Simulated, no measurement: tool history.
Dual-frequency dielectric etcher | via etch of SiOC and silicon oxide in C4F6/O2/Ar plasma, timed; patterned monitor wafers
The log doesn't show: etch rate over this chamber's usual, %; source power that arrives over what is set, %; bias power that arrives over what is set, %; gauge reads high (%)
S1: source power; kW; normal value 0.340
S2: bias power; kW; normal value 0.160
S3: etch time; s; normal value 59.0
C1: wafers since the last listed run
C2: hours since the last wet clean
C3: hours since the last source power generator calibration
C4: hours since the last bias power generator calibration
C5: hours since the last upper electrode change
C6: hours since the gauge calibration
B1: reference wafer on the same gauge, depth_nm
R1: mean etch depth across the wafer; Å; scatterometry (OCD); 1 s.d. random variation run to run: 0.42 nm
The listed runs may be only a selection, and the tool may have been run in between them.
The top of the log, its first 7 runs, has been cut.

run 8 hour=367.7 | S1=0.340 S2=0.160 S3=59.0 | C1=542 C2=79.1 C3=2730.0 C4=2122.7 C5=2269.1 C6=692.7 | B1=64.6 | R1=671
run 9 hour=401.5 | S1=0.340 S2=0.160 S3=59.0 | C1=399 C2=112.9 C3=2763.8 C4=2156.5 C5=2302.9 C6=726.5 | B1=64.5 | R1=666
run 10 hour=438.4 | S1=0.340 S2=0.160 S3=59.0 | C1=435 C2=149.8 C3=2800.7 C4=2193.4 C5=2339.8 C6=763.4 | B1=64.5 | R1=659
run 11 hour=475.6 | S1=0.340 S2=0.160 S3=59.0 | C1=439 C2=187.0 C3=2837.9 C4=2230.6 C5=2377.0 C6=800.6 | B1=64.4 | R1=661
-- hour=533.7 upper electrode replaced
run 12 hour=538.5 | S1=0.340 S2=0.160 S3=59.0 | C1=459 C2=249.9 C3=2900.8 C4=2293.5 C5=4.8 C6=863.5 | B1=64.4 | R1=653
run 13 hour=607.4 | S1=0.390 S2=0.182 S3=59.0 | C1=813 C2=318.8 C3=2969.7 C4=2362.4 C5=73.7 C6=932.4 | B1=64.2 | R1=716
-- hour=741.4 wet clean of the chamber
run 14 hour=769.4 | S1=0.300 S2=0.160 S3=59.0 | C1=1629 C2=28.0 C3=3131.7 C4=2524.4 C5=235.7 C6=1094.4 | B1=64.1 | R1=628
run 15 hour=963.9 | S1=0.340 S2=0.160 S3=59.0 | C1=2297 C2=222.5 C3=3326.2 C4=2718.9 C5=430.2 C6=1288.9 | B1=63.7 | R1=651
run 16 hour=1014.0 | S1=0.340 S2=0.160 S3=59.0 | C1=591 C2=272.6 C3=3376.3 C4=2769.0 C5=480.3 C6=1339.0 | B1=63.7 | R1=653
run 17 hour=1048.2 | S1=0.370 S2=0.125 S3=59.0 | C1=403 C2=306.8 C3=3410.5 C4=2803.2 C5=514.5 C6=1373.2 | B1=63.5 | R1=625
run 18 hour=1102.6 | S1=0.390 S2=0.160 S3=59.0 | C1=642 C2=361.2 C3=3464.9 C4=2857.6 C5=568.9 C6=1427.6 | B1=63.5 | R1=681
-- hour=1107.3 gauge calibrated
-- hour=1142.8 source power generator calibrated
-- hour=1177.1 wet clean of the chamber
run 19 hour=1177.6 | S1=0.260 S2=0.194 S3=70.0 | C1=555 C2=0.5 C3=34.8 C4=2932.6 C5=643.9 C6=70.3 | B1=65.4 | R1=770
-- hour=1212.3 bias power generator calibrated
run 20 hour=1213.6 | S1=0.340 S2=0.185 S3=44.5 | C1=377 C2=36.5 C3=70.8 C4=1.3 C5=679.9 C6=106.3 | B1=65.4 | R1=531
run 21 hour=1271.0 | S1=0.310 S2=0.147 S3=72.5 | C1=677 C2=93.9 C3=128.2 C4=58.7 C5=737.3 C6=163.7 | B1=65.2 | R1=778
run 22 hour=1332.7 | S1=0.270 S2=0.179 S3=42.5 | C1=728 C2=155.6 C3=189.9 C4=120.4 C5=799.0 C6=225.4 | B1=65.2 | R1=458
run 23 hour=1385.0 | S1=0.280 S2=0.140 S3=45.0 | C1=617 C2=207.9 C3=242.2 C4=172.7 C5=851.3 C6=277.7 | B1=65.0 | R1=452
run 24 hour=1443.2 | S1=0.270 S2=0.140 S3=59.0 | C1=687 C2=266.1 C3=300.4 C4=230.9 C5=909.5 C6=335.9 | B1=65.0 | R1=588
run 25 hour=1471.7 | S1=0.300 S2=0.147 S3=59.0 | C1=336 C2=294.6 C3=328.9 C4=259.4 C5=938.0 C6=364.4 | B1=65.0 | R1=614
run 26 hour=1538.7 | S1=0.340 S2=0.160 S3=59.0 | C1=791 C2=361.6 C3=395.9 C4=326.4 C5=1005.0 C6=431.4 | B1=64.8 | R1=655
-- hour=1613.5 wet clean of the chamber
run 27 hour=1614.0 | S1=0.340 S2=0.160 S3=59.0 | C1=605 C2=0.5 C3=471.2 C4=401.7 C5=1080.3 C6=506.7 | B1=64.8 | R1=661
run 28 hour=1658.3 | S1=0.310 S2=0.160 S3=64.0 | C1=523 C2=44.8 C3=515.5 C4=446.0 C5=1124.6 C6=551.0 | B1=64.6 | R1=694
run 29 hour=1713.4 | S1=0.340 S2=0.160 S3=45.5 | C1=650 C2=99.9 C3=570.6 C4=501.1 C5=1179.7 C6=606.1 | B1=64.6 | R1=509
run 30 hour=1742.2 | S1=0.340 S2=0.160 S3=59.0 | C1=340 C2=128.7 C3=599.4 C4=529.9 C5=1208.5 C6=634.9 | B1=64.6 | R1=656

Consider 3 possible next runs. They are alternatives, not a sequence: every one starts from the tool as it was left by run 30. What does each give?
run A hour=1742.6 | S1=0.340 S2=0.160 S3=54.5 | C1=4 C2=129.1 C3=599.8 C4=530.3 C5=1208.9 C6=635.3 | B1=? | R1=?
run B hour=1742.6 | S1=0.410 S2=0.130 S3=44.0 | C1=4 C2=129.1 C3=599.8 C4=530.3 C5=1208.9 C6=635.3 | B1=? | R1=?
run C hour=1742.6 | S1=0.400 S2=0.129 S3=50.0 | C1=4 C2=129.1 C3=599.8 C4=530.3 C5=1208.9 C6=635.3 | B1=? | R1=?

run=A B1=64.5 R1=613
run=B B1=64.5 R1=497
run=C B1=64.5 R1=558
What these runs would have given with no unlogged condition in the tool:
run=A R1=623
run=B R1=506
run=C R1=568
